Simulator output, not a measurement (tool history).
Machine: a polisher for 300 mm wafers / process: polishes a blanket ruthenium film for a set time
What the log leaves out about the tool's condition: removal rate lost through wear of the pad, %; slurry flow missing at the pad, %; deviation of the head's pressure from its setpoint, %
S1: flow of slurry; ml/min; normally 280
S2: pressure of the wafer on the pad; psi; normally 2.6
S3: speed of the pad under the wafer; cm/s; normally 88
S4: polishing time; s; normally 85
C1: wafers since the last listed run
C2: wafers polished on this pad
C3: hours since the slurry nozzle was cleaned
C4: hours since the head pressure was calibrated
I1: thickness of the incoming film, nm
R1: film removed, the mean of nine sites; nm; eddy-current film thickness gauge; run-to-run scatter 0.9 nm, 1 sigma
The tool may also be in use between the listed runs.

run	hour	S1	S2	S3	S4	C1	C2	C3	C4	I1	R1
1	0	250	2.6	88	85	0	5340	168.7	254	500.4	116.9
# hour 15.4: worn pad replaced by a new one
2	91.9	250	2.6	88	85	781	680	260.6	345.9	500	126.8
3	149.5	280	2.6	88	85	512	1192	318.2	403.5	495.9	129.7
4	199.4	280	2.1	88	85	443	1636	368.1	453.4	491.4	103.9
5	273.2	280	2.1	88	85	656	2293	441.9	527.2	496.8	102.7
# hour 282: head pressure recalibrated
6	370	280	2.1	88	85	843	3136	538.7	88	496.6	101.2
7	434.7	280	2.6	88	85	575	3712	603.4	152.7	499.8	122.9
8	485.5	280	2.6	88	85	451	4163	654.2	203.5	500	122.5
# hour 519.6: slurry nozzle cleaned
9	530.6	280	2.6	88	85	392	4556	11	248.6	503.1	121.3
10	606.4	280	2.2	98	85	674	5230	86.8	324.4	496.7	110
11	684.8	280	2.2	98	85	697	5927	165.2	402.8	495.1	106.9
# hour 707.4: worn pad replaced by a new one
12	785.9	220	2.6	88	85	863	698	266.3	503.9	503.9	124.3
# hour 868.4: head pressure recalibrated
13	875.7	220	2.6	88	85	781	1479	356.1	7.3	509.3	123.3
14	941.9	220	2.6	88	85	588	2068	422.3	73.5	499.5	122.9
15	1004	280	2.6	88	85	552	2620	484.4	135.6	499.4	125.9
16	1094.2	215	3.3	114	67	802	3422	574.6	225.8	501.9	151.2
17	1190.8	280	2.2	98	85	859	4282	671.2	322.4	501.9	113.3
# hour 1195.8: slurry nozzle cleaned
18	1228.4	315	1.8	114	85	325	4607	32.6	360	502	104
19	1268	280	2.6	88	85	352	4960	72.2	399.6	505.3	119
20	1346.9	185	2.6	88	85	701	5662	151.1	478.5	504.3	113.2
# hour 1376.5: worn pad replaced by a new one
21	1408.6	280	2.6	88	85	513	285	212.8	540.2	498.7	128.2
22	1511.7	280	2.6	88	85	917	1203	315.9	643.3	503	128.3
# hour 1555.8: head pressure recalibrated
23	1566.2	365	3.1	78	85	467	1670	370.4	10.4	504.4	141.4
24	1670.4	280	3.1	88	85	926	2597	474.6	114.6	492.4	149.2
25	1736.2	180	2.6	80	85	585	3182	540.4	180.4	503.9	110
26	1798.1	280	2.6	102	56	550	3733	602.3	242.3	501.7	92.6
# hour 1818.5: slurry nozzle cleaned
27	1875.5	280	2.6	88	60	679	4412	57	319.7	493.2	85.8
# hour 1902.5: worn pad replaced by a new one
28	1982.6	280	2.6	88	57	917	712	164.1	426.8	499.2	84.4
29	2019.3	280	2.6	106	85	326	1038	200.8	463.5	501	147.9
30	2086.8	380	1.8	106	101	600	1639	268.3	531	503.6	123.3
31	2152.8	280	2.6	88	85	587	2226	334.3	597	496.3	127.1
# hour 2182: head pressure recalibrated
32	2235.4	280	2.6	88	85	717	2943	416.9	53.4	502.6	123.3
33	2283.5	280	2.6	88	85	427	3371	465	101.5	504.8	124.7
34	2354.2	280	2.6	62	101	628	4000	535.7	172.2	490.9	110.4
# hour 2372.5: slurry nozzle cleaned
35	2410.6	195	2.9	88	85	492	4493	38.1	228.6	505.1	128.7
# hour 2471.9: worn pad replaced by a new one
36	2656.6	365	3.1	78	85	2152	1642	284.1	474.6	498	140
37	2735.8	205	1.8	72	68	704	2347	363.3	553.8	500	57.7

Branching from run 37: 4 alternative next runs. What would each branch give?
A	2736.2	280	2.6	88	85	3	2351	363.7	554.2	507.5	?
B	2736.2	190	3.3	116	85	3	2351	363.7	554.2	507.5	?
C	2736.2	345	2.6	76	98	3	2351	363.7	554.2	507.5	?
D	2736.2	280	2	88	98	3	2351	363.7	554.2	507.5	?

run	R1
A	126.5
B	193.3
C	132.1
D	112.1
The same runs, with their run-to-run variation unchanged, on a tool lacking any hidden condition would have given:
run	R1
A	128.7
B	196.7
C	134.5
D	114.1
